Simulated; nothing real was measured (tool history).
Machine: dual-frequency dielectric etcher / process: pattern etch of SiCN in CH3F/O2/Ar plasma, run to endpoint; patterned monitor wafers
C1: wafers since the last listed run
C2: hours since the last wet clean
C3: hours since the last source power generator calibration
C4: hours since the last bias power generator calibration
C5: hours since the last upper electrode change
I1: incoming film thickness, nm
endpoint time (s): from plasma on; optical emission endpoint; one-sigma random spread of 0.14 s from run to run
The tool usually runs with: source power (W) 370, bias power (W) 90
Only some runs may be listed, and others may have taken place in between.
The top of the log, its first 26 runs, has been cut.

{"run": 27, "hour": 733.3, "source power (W)": 290, "bias power (W)": 99, "C1": 375, "C2": 347.8, "C3": 501.4, "C4": 188.3, "C5": 509.1, "I1": 7.03, "endpoint time (s)": 17.5}
{"hour": 776.7, "done": "wet clean of the chamber"}
{"run": 28, "hour": 777.2, "source power (W)": 420, "bias power (W)": 109, "C1": 279, "C2": 0.5, "C3": 545.3, "C4": 232.2, "C5": 553.0, "I1": 7.03, "endpoint time (s)": 15.7}
{"run": 29, "hour": 781.6, "source power (W)": 300, "bias power (W)": 90, "C1": 61, "C2": 4.9, "C3": 549.7, "C4": 236.6, "C5": 557.4, "I1": 6.98, "endpoint time (s)": 17.6}
{"run": 30, "hour": 817.5, "source power (W)": 290, "bias power (W)": 78, "C1": 504, "C2": 40.8, "C3": 585.6, "C4": 272.5, "C5": 593.3, "I1": 7.0, "endpoint time (s)": 18.2}
{"run": 31, "hour": 838.9, "source power (W)": 370, "bias power (W)": 90, "C1": 301, "C2": 62.2, "C3": 607.0, "C4": 293.9, "C5": 614.7, "I1": 7.09, "endpoint time (s)": 17.1}
{"run": 32, "hour": 868.3, "source power (W)": 420, "bias power (W)": 100, "C1": 413, "C2": 91.6, "C3": 636.4, "C4": 323.3, "C5": 644.1, "I1": 7.02, "endpoint time (s)": 15.9}
{"run": 33, "hour": 904.3, "source power (W)": 300, "bias power (W)": 96, "C1": 506, "C2": 127.6, "C3": 672.4, "C4": 359.3, "C5": 680.1, "I1": 6.98, "endpoint time (s)": 17.2}
{"run": 34, "hour": 921.4, "source power (W)": 410, "bias power (W)": 76, "C1": 240, "C2": 144.7, "C3": 689.5, "C4": 376.4, "C5": 697.2, "I1": 6.98, "endpoint time (s)": 17.1}
{"run": 35, "hour": 953.8, "source power (W)": 370, "bias power (W)": 68, "C1": 455, "C2": 177.1, "C3": 721.9, "C4": 408.8, "C5": 729.6, "I1": 7.02, "endpoint time (s)": 18.1}

Each row is a separate what-if for the run after 35, all from the same tool condition, not one after another. Results?
{"run": "A", "hour": 954.2, "source power (W)": 370, "bias power (W)": 77, "C1": 5, "C2": 177.5, "C3": 722.3, "C4": 409.2, "C5": 730.0, "I1": 6.95, "endpoint time (s)": "?"}
{"run": "B", "hour": 954.2, "source power (W)": 430, "bias power (W)": 106, "C1": 5, "C2": 177.5, "C3": 722.3, "C4": 409.2, "C5": 730.0, "I1": 6.95, "endpoint time (s)": "?"}
{"run": "C", "hour": 954.2, "source power (W)": 400, "bias power (W)": 71, "C1": 5, "C2": 177.5, "C3": 722.3, "C4": 409.2, "C5": 730.0, "I1": 6.95, "endpoint time (s)": "?"}
{"run": "D", "hour": 954.2, "source power (W)": 310, "bias power (W)": 84, "C1": 5, "C2": 177.5, "C3": 722.3, "C4": 409.2, "C5": 730.0, "I1": 6.95, "endpoint time (s)": "?"}
{"run": "E", "hour": 954.2, "source power (W)": 450, "bias power (W)": 105, "C1": 5, "C2": 177.5, "C3": 722.3, "C4": 409.2, "C5": 730.0, "I1": 6.95, "endpoint time (s)": "?"}

run=A endpoint_time_(s)=17.3
run=B endpoint_time_(s)=15.5
run=C endpoint_time_(s)=17.4
run=D endpoint_time_(s)=17.5
run=E endpoint_time_(s)=15.4
With no hidden state in the tool, these same runs would have given:
run=A endpoint_time_(s)=17.3
run=B endpoint_time_(s)=15.5
run=C endpoint_time_(s)=17.4
run=D endpoint_time_(s)=17.5
run=E endpoint_time_(s)=15.4

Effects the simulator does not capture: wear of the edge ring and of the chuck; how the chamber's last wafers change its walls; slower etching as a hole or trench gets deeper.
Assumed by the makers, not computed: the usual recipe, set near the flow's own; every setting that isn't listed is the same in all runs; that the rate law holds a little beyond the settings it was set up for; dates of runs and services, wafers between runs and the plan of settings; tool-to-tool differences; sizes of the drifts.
